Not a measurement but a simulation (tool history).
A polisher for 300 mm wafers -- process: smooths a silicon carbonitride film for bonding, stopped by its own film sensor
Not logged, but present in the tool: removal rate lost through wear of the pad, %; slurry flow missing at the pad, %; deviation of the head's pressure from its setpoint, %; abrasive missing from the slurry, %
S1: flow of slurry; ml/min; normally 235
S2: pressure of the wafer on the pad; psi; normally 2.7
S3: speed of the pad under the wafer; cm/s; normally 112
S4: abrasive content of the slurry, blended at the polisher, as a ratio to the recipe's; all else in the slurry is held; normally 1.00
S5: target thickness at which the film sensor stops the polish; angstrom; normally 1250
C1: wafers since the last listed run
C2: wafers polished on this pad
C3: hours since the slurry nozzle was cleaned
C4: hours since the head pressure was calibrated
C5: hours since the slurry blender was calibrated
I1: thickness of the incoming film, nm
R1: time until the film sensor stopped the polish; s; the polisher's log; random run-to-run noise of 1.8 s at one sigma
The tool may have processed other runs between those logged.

run	hour	S1	S2	S3	S4	S5	C1	C2	C3	C4	C5	I1	R1
1	0.0	235	2.7	112	1.10	1250	0	1263	437.0	53.1	157.9	159.7	94.8
2	53.5	235	2.7	122	1.00	1250	579	1843	490.5	106.6	211.4	159.9	96.9
# hour 66.0: slurry nozzle cleaned
3	109.6	235	2.7	112	1.00	1250	596	2440	43.6	162.7	267.5	159.1	93.6
4	173.9	235	2.7	112	1.00	1250	696	3136	107.9	227.0	331.8	159.1	95.9
5	211.7	235	2.7	112	1.00	1250	409	3546	145.7	264.8	369.6	159.6	97.9
# hour 243.8: slurry blender recalibrated
6	277.7	235	2.7	112	1.00	1250	693	4239	211.7	330.8	33.9	159.0	96.4
# hour 325.9: worn pad replaced by a new one
7	343.4	235	2.7	112	1.00	1250	668	189	277.4	396.5	99.6	161.9	109.2
8	410.2	235	2.7	112	1.00	1250	723	913	344.2	463.3	166.4	161.0	109.0
9	468.0	235	2.7	112	0.90	1250	626	1539	402.0	521.1	224.2	162.0	113.8
# hour 495.3: slurry nozzle cleaned
10	498.2	175	2.3	80	1.00	1350	316	1856	2.9	551.3	254.4	156.7	89.7
11	523.9	180	2.7	112	1.00	1250	278	2134	28.6	577.0	280.1	159.6	100.1
12	573.6	235	2.9	112	1.00	1250	538	2673	78.3	626.7	329.8	158.0	86.9
13	611.8	315	2.7	144	1.00	1250	413	3086	116.5	664.9	368.0	158.0	79.2
14	652.2	235	2.5	86	1.20	1250	437	3524	156.9	705.3	408.4	158.6	108.8
# hour 674.9: slurry blender recalibrated
15	678.6	235	2.7	112	1.00	1300	264	3789	183.3	731.7	3.7	162.6	95.5
# hour 733.1: worn pad replaced by a new one
16	744.1	235	2.7	112	1.00	1250	666	119	248.8	797.2	69.2	157.6	96.4
17	795.5	235	3.3	146	1.00	1250	556	675	300.2	848.6	120.6	161.4	73.1
18	839.7	275	2.4	112	1.00	1250	478	1154	344.4	892.8	164.8	162.2	122.7
# hour 849.2: head pressure recalibrated
19	879.2	270	2.0	90	1.00	1250	406	1561	383.9	30.0	204.3	159.7	157.6
20	942.1	285	2.7	90	1.00	1250	681	2242	446.8	92.9	267.2	158.6	107.7
# hour 948.0: slurry nozzle cleaned
21	1005.1	235	3.4	112	1.00	1250	671	2914	57.1	155.9	330.2	162.6	81.7
22	1040.9	210	2.7	112	1.00	1250	387	3302	92.9	191.7	366.0	157.7	91.9
23	1089.6	270	2.4	130	1.00	1250	527	3829	141.6	240.4	414.7	158.5	93.2
24	1130.6	235	2.7	138	1.00	1210	444	4274	182.6	281.4	455.7	162.7	104.9
# hour 1135.6: worn pad replaced by a new one
25	1167.8	235	2.7	112	1.00	1250	359	348	219.8	318.6	492.9	158.1	95.1
# hour 1174.2: slurry blender recalibrated
26	1202.6	235	2.7	112	1.00	1250	355	704	254.6	353.4	28.4	161.4	104.6
27	1264.9	235	2.7	142	1.00	1250	674	1379	316.9	415.7	90.7	159.6	88.2
28	1336.8	235	2.2	84	1.00	1310	779	2158	388.8	487.6	162.6	160.3	124.1
29	1403.5	255	2.7	140	1.15	1140	722	2880	455.5	554.3	229.3	161.3	112.7

Hidden state, per run?
removal rate lost through wear of the pad, %: 0 at every run
deviation of the head's pressure from its setpoint, %: 0 at every run
abrasive missing from the slurry, %: 0 at every run
H1: slurry flow missing at the pad, %
run	H1
1	41.6
2	42.2
3	17.7
4	28.8
5	33.4
6	39
7	42.6
8	44.9
9	46.2
10	8.83
11	15.5
12	25.4
13	31.1
14	35.7
15	38
16	42.4
17	44.7
18	46.1
19	47
20	48.1
21	14.3
22	20.4
23	26.8
24	30.7
25	33.4
26	35.4
27	37.9
28	39.8
29	40.9
